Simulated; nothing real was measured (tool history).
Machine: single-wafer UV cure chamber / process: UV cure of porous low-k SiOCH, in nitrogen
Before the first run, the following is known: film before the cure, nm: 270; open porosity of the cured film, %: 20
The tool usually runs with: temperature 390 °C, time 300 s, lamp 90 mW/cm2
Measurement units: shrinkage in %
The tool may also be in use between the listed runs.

Run 1, hour 0: usual settings but lamp 114 mW/cm2. Result: shrinkage 13.403 %.
Run 2, hour 17.5: usual settings. Result: shrinkage 12.144 %.
Run 3, hour 33.8: usual settings. Result: shrinkage 12.082 %.
Run 4, hour 43.7: usual settings but time 225 s. Result: shrinkage 10.872 %.
Run 5, hour 55: usual settings but lamp 120 mW/cm2. Result: shrinkage 13.618 %.
Run 6, hour 65: usual settings but lamp 120 mW/cm2. Result: shrinkage 13.561 %.
Run 7, hour 81.5: usual settings but lamp 120 mW/cm2. Result: shrinkage 13.613 %.
Run 8, hour 95.3: usual settings but temperature 385 °C. Result: shrinkage 12.085 %.
Run 9, hour 102.2: usual settings but temperature 382 °C, time 380 s. Result: shrinkage 13.122 %.
At hour 120.4: quartz window cleaned.
Run 10, hour 120.9: usual settings but temperature 406 °C, time 435 s, lamp 67 mW/cm2. Result: shrinkage 12.953 %.
Run 11, hour 127.7: usual settings but temperature 371 °C, time 375 s, lamp 56 mW/cm2. Result: shrinkage 10.698 %.
Run 12, hour 133.8: usual settings but temperature 378 °C, time 455 s, lamp 78 mW/cm2. Result: shrinkage 13.442 %.
Run 13, hour 146.1: usual settings. Result: shrinkage 12.355 %.
At hour 154.6: UV bulbs replaced.
Run 14, hour 158: usual settings but temperature 405 °C, time 220 s, lamp 61 mW/cm2. Result: shrinkage 9.529 %.
Run 15, hour 170.1: usual settings but time 210 s, lamp 119 mW/cm2. Result: shrinkage 11.866 %.
Run 16, hour 182.2: usual settings but temperature 385 °C, time 130 s, lamp 107 mW/cm2. Result: shrinkage 9.206 %.
Run 17, hour 198.9: usual settings. Result: shrinkage 12.112 %.
Run 18, hour 210: usual settings but temperature 406 °C, time 150 s. Result: shrinkage 9.357 %.

Here are 4 independent what-if runs from the current tool condition. What would each one return?
Run A, hour 210.5: usual settings. Result: shrinkage ?.
Run B, hour 210.5: usual settings but temperature 397 °C, time 430 s, lamp 71 mW/cm2. Result: shrinkage ?.
Run C, hour 210.5: usual settings but time 355 s, lamp 104 mW/cm2. Result: shrinkage ?.
Run D, hour 210.5: usual settings but temperature 404 °C, time 200 s. Result: shrinkage ?.

run  shrinkage
  A     12.105
  B     12.784
  C      13.53
  D     10.557
Stripped of hidden state, with their random variation kept, the same runs would have yielded:
run  shrinkage
  A     12.105
  B     12.784
  C      13.53
  D     10.557
